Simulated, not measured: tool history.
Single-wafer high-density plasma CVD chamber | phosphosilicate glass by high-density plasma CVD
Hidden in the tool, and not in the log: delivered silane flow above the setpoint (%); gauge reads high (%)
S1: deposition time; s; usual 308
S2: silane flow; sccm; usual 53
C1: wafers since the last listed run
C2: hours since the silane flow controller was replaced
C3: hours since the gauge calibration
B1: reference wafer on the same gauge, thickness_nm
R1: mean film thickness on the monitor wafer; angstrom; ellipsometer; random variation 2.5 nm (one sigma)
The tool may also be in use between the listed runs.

run	hour	S1	S2	C1	C2	C3	B1	R1
1	0.0	339	53	0	4591.9	164.0	1459.783	18394.20
2	14.1	339	53	99	4606.0	178.1	1459.902	18336.90
3	21.6	308	61	52	4613.5	185.6	1460.388	18657.00
4	35.2	308	61	95	4627.1	199.2	1460.236	18723.21
5	44.7	308	61	66	4636.6	208.7	1459.962	18697.45
6	53.3	308	53	60	4645.2	217.3	1460.393	16710.98
7	69.5	308	53	113	4661.4	233.5	1459.760	16644.62
8	76.3	308	53	47	4668.2	240.3	1460.031	16713.20
# hour 86.8: silane flow controller replaced
9	91.6	259	51	51	4.8	255.6	1460.026	13622.33
10	108.5	308	53	118	21.7	272.5	1459.835	16670.67
11	115.1	308	53	46	28.3	279.1	1460.224	16654.62
12	129.9	308	53	103	43.1	293.9	1460.090	16758.33
13	136.0	308	53	42	49.2	300.0	1460.095	16748.91
# hour 138.6: gauge calibrated
14	143.5	285	48	52	56.7	4.9	1459.722	14336.74
15	172.1	291	53	200	85.3	33.5	1460.064	15812.57

Forecast run 16:
16	183.4	308	53	79	96.6	44.8	?	?

B1: 1459.877
R1: 16725.51 angstrom
Without the tool's hidden state the same run would have given R1 16725.51 angstrom.

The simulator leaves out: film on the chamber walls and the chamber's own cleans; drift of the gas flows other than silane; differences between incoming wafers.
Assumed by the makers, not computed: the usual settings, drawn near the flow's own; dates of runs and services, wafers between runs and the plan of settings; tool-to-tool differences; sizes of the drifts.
